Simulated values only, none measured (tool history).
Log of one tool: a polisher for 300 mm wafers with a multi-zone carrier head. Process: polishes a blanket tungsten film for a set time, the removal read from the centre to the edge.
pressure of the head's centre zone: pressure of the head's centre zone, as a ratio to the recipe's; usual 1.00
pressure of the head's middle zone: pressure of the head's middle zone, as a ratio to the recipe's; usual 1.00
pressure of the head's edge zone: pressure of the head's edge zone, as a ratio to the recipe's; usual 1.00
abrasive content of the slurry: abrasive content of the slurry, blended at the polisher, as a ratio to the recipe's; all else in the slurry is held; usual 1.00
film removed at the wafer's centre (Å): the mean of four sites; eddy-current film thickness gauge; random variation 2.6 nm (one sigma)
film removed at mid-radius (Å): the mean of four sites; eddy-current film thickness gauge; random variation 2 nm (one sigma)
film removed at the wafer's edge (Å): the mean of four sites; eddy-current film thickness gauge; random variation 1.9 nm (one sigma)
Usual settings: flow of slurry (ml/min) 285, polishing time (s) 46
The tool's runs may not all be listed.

| run | day | flow of slurry (ml/min) | pressure of the head's centre zone | pressure of the head's middle zone | pressure of the head's edge zone | abrasive content of the slurry | polishing time (s) | wafers since the last listed run | wafers polished on this pad | hours since the slurry nozzle was cleaned | hours since the centre zone pressure was calibrated | hours since the edge zone pressure was calibrated | hours since the carrier head's membrane was replaced | incoming thickness of the incoming film, nm | film removed at the wafer's centre (Å) | film removed at mid-radius (Å) | film removed at the wafer's edge (Å) |
|---|---|---|---|---|---|---|---|---|---|---|---|---|---|---|---|---|---|
| 1 | 0.000 | 285 | 1.00 | 0.94 | 1.00 | 1.00 | 34 | 0 | 2342 | 317.6 | 806.8 | 236.4 | 397.9 | 1374.6 | 1366 | 1362 | 1417 |
| 2 | 1.500 | 285 | 1.00 | 1.08 | 1.06 | 1.00 | 46 | 249 | 2592 | 353.6 | 842.8 | 272.4 | 433.9 | 1335.3 | 1880 | 2038 | 1971 |
|  | 2.338 | worn pad replaced by a new one |
|  | 2.783 | edge zone pressure recalibrated |
| 3 | 3.592 | 285 | 1.09 | 1.10 | 1.00 | 1.00 | 40 | 306 | 194 | 403.8 | 893.0 | 19.4 | 484.1 | 1365.9 | 1738 | 1800 | 1687 |
|  | 5.396 | slurry nozzle cleaned |
| 4 | 6.512 | 370 | 1.08 | 1.00 | 1.00 | 1.00 | 46 | 479 | 674 | 26.8 | 963.1 | 89.5 | 554.2 | 1364.9 | 2144 | 1989 | 2014 |
| 5 | 7.792 | 285 | 1.00 | 0.94 | 1.00 | 1.00 | 34 | 213 | 887 | 57.5 | 993.8 | 120.2 | 584.9 | 1361.5 | 1446 | 1388 | 1473 |
| 6 | 10.038 | 285 | 1.00 | 1.00 | 1.00 | 1.00 | 46 | 374 | 1261 | 111.4 | 1047.7 | 174.1 | 638.8 | 1338.3 | 1953 | 1967 | 1962 |
| 7 | 11.496 | 285 | 1.00 | 1.00 | 1.00 | 1.15 | 59 | 242 | 1504 | 146.4 | 1082.7 | 209.1 | 673.8 | 1341.7 | 2544 | 2624 | 2589 |
| 8 | 13.279 | 225 | 1.09 | 1.03 | 1.00 | 0.90 | 46 | 297 | 1802 | 189.2 | 1125.5 | 251.9 | 716.6 | 1365.0 | 1978 | 1853 | 1856 |
|  | 15.996 | centre zone pressure recalibrated |
| 9 | 16.104 | 380 | 0.90 | 1.05 | 1.00 | 1.00 | 46 | 456 | 2258 | 257.0 | 2.6 | 319.7 | 784.4 | 1345.8 | 1806 | 2101 | 1978 |
|  | 17.296 | edge zone pressure recalibrated |
| 10 | 17.317 | 285 | 1.00 | 1.00 | 1.00 | 1.00 | 46 | 188 | 2447 | 286.1 | 31.7 | 0.5 | 813.5 | 1368.1 | 1921 | 1926 | 1941 |
|  | 17.838 | worn pad replaced by a new one |
| 11 | 18.638 | 285 | 1.00 | 1.00 | 1.00 | 1.20 | 42 | 192 | 133 | 317.8 | 63.4 | 32.2 | 845.2 | 1353.7 | 1790 | 1836 | 1847 |
| 12 | 20.096 | 285 | 1.08 | 1.00 | 1.00 | 1.10 | 46 | 242 | 376 | 352.8 | 98.4 | 67.2 | 880.2 | 1356.8 | 2027 | 1949 | 1980 |
| 13 | 21.146 | 285 | 1.00 | 1.00 | 1.00 | 1.00 | 46 | 174 | 551 | 378.0 | 123.6 | 92.4 | 905.4 | 1326.3 | 1863 | 1896 | 1937 |
| 14 | 22.162 | 285 | 1.00 | 0.94 | 1.03 | 1.20 | 30 | 169 | 720 | 402.4 | 148.0 | 116.8 | 929.8 | 1359.5 | 1242 | 1193 | 1321 |
| 15 | 25.512 | 285 | 1.00 | 1.00 | 1.00 | 1.00 | 31 | 558 | 1279 | 482.8 | 228.4 | 197.2 | 1010.2 | 1338.6 | 1219 | 1221 | 1273 |
| 16 | 26.867 | 285 | 1.00 | 1.00 | 1.09 | 0.85 | 46 | 225 | 1504 | 515.3 | 260.9 | 229.7 | 1042.7 | 1347.1 | 1727 | 1716 | 1838 |
| 17 | 27.992 | 285 | 1.00 | 1.00 | 1.11 | 1.00 | 46 | 187 | 1692 | 542.3 | 287.9 | 256.7 | 1069.7 | 1334.6 | 1712 | 1742 | 1881 |
|  | 29.442 | slurry nozzle cleaned |
| 18 | 29.950 | 345 | 1.00 | 1.00 | 1.00 | 1.25 | 40 | 319 | 2011 | 12.2 | 334.9 | 303.7 | 1116.7 | 1355.2 | 1858 | 1849 | 1843 |
|  | 30.642 | worn pad replaced by a new one |
|  | 31.625 | edge zone pressure recalibrated |
| 19 | 31.883 | 285 | 1.03 | 1.00 | 1.00 | 1.00 | 54 | 280 | 192 | 58.6 | 381.3 | 6.2 | 1163.1 | 1342.0 | 2300 | 2308 | 2315 |
| 20 | 34.196 | 285 | 1.00 | 1.00 | 1.00 | 1.00 | 46 | 385 | 578 | 114.1 | 436.8 | 61.7 | 1218.6 | 1356.9 | 1966 | 1975 | 1970 |

Forecast each of these 5 alternatives for the next run:
| A | 34.212 | 285 | 1.00 | 0.89 | 1.00 | 1.00 | 46 | 2 | 581 | 114.5 | 437.2 | 62.1 | 1219.0 | 1355.4 | ? | ? | ? |
| B | 34.212 | 285 | 1.10 | 1.00 | 0.89 | 1.20 | 57 | 2 | 581 | 114.5 | 437.2 | 62.1 | 1219.0 | 1355.4 | ? | ? | ? |
| C | 34.212 | 345 | 1.05 | 1.00 | 1.00 | 1.00 | 46 | 2 | 581 | 114.5 | 437.2 | 62.1 | 1219.0 | 1355.4 | ? | ? | ? |
| D | 34.212 | 285 | 1.00 | 1.00 | 0.89 | 1.00 | 37 | 2 | 581 | 114.5 | 437.2 | 62.1 | 1219.0 | 1355.4 | ? | ? | ? |
| E | 34.212 | 285 | 1.05 | 0.95 | 1.10 | 1.00 | 38 | 2 | 581 | 114.5 | 437.2 | 62.1 | 1219.0 | 1355.4 | ? | ? | ? |

| run | film removed at the wafer's centre (Å) | film removed at mid-radius (Å) | film removed at the wafer's edge (Å) |
|---|---|---|---|
| A | 1918 | 1760 | 1964 |
| B | 2730 | 2493 | 2400 |
| C | 2063 | 1970 | 1993 |
| D | 1544 | 1553 | 1494 |
| E | 1665 | 1530 | 1700 |
Without the tool's hidden state the same runs would have given:
| run | film removed at the wafer's centre (Å) | film removed at mid-radius (Å) | film removed at the wafer's edge (Å) |
|---|---|---|---|
| A | 1934 | 1773 | 1975 |
| B | 2752 | 2511 | 2413 |
| C | 2076 | 1982 | 2002 |
| D | 1557 | 1564 | 1502 |
| E | 1679 | 1541 | 1709 |
